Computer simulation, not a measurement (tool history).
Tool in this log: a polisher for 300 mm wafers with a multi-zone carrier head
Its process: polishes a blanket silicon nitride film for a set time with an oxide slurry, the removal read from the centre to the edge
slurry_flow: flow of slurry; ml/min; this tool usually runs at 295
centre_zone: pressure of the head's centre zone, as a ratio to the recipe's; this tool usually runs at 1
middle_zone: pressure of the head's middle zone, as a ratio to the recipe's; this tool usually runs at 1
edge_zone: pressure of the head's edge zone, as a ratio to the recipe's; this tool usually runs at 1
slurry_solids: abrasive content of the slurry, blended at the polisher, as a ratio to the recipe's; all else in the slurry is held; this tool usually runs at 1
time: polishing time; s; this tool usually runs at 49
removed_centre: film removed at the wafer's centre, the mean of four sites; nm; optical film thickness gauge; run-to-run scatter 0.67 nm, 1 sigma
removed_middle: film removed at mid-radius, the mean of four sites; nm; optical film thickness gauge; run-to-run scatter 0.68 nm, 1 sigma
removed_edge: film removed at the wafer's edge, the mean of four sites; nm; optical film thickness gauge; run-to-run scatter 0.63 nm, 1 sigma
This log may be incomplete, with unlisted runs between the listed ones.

run   hour  slurry_flow  centre_zone  middle_zone  edge_zone  slurry_solids  time  incoming thickness of the incoming film, nm  removed_centre  removed_middle  removed_edge
  1      0          295         1.07            1          1              1    41                                        319.6            42.1            39.2          39.9
       5.2  -- centre zone pressure recalibrated
      98.4  -- slurry nozzle cleaned
  2  105.2          295         0.94         1.05          1              1    49                                        316.9            44.4              50          47.3
  3  211.5          295            1            1          1              1    49                                        318.9            46.3              47          44.3
  4  303.8          295            1            1          1            0.9    49                                        322.4              44            43.1          42.2
  5    378          295            1            1       0.94              1    49                                        314.9            45.1            44.1          42.4
  6  419.6          295            1         1.09          1              1    49                                        320.9            43.8              47          42.2
  7  473.4          365            1            1       0.95              1    49                                        322.2            43.8            43.1          41.5
  8  542.7          190            1         0.94          1              1    36                                        315.7            28.5            28.7          28.9
     586.6  -- centre zone pressure recalibrated
  9  631.3          295         0.95            1          1           0.75    33                                          315            22.3            23.9          23.2
     644.2  -- worn pad replaced by a new one
 10  740.6          295            1            1          1            0.7    49                                        321.4            38.5            38.8          38.8

Forecast run 11:
       779  -- edge zone pressure recalibrated
     792.4  -- slurry nozzle cleaned
 11  795.6          295            1            1          1              1    49                                        320.6               ?               ?             ?

{"run 11": {"removed_centre": 47.2, "removed_middle": 47.3, "removed_edge": 47.1}}
Minus the tool's unlogged condition, the same run would have read removed_centre 50.2 nm, removed_middle 50.2 nm, removed_edge 50 nm.

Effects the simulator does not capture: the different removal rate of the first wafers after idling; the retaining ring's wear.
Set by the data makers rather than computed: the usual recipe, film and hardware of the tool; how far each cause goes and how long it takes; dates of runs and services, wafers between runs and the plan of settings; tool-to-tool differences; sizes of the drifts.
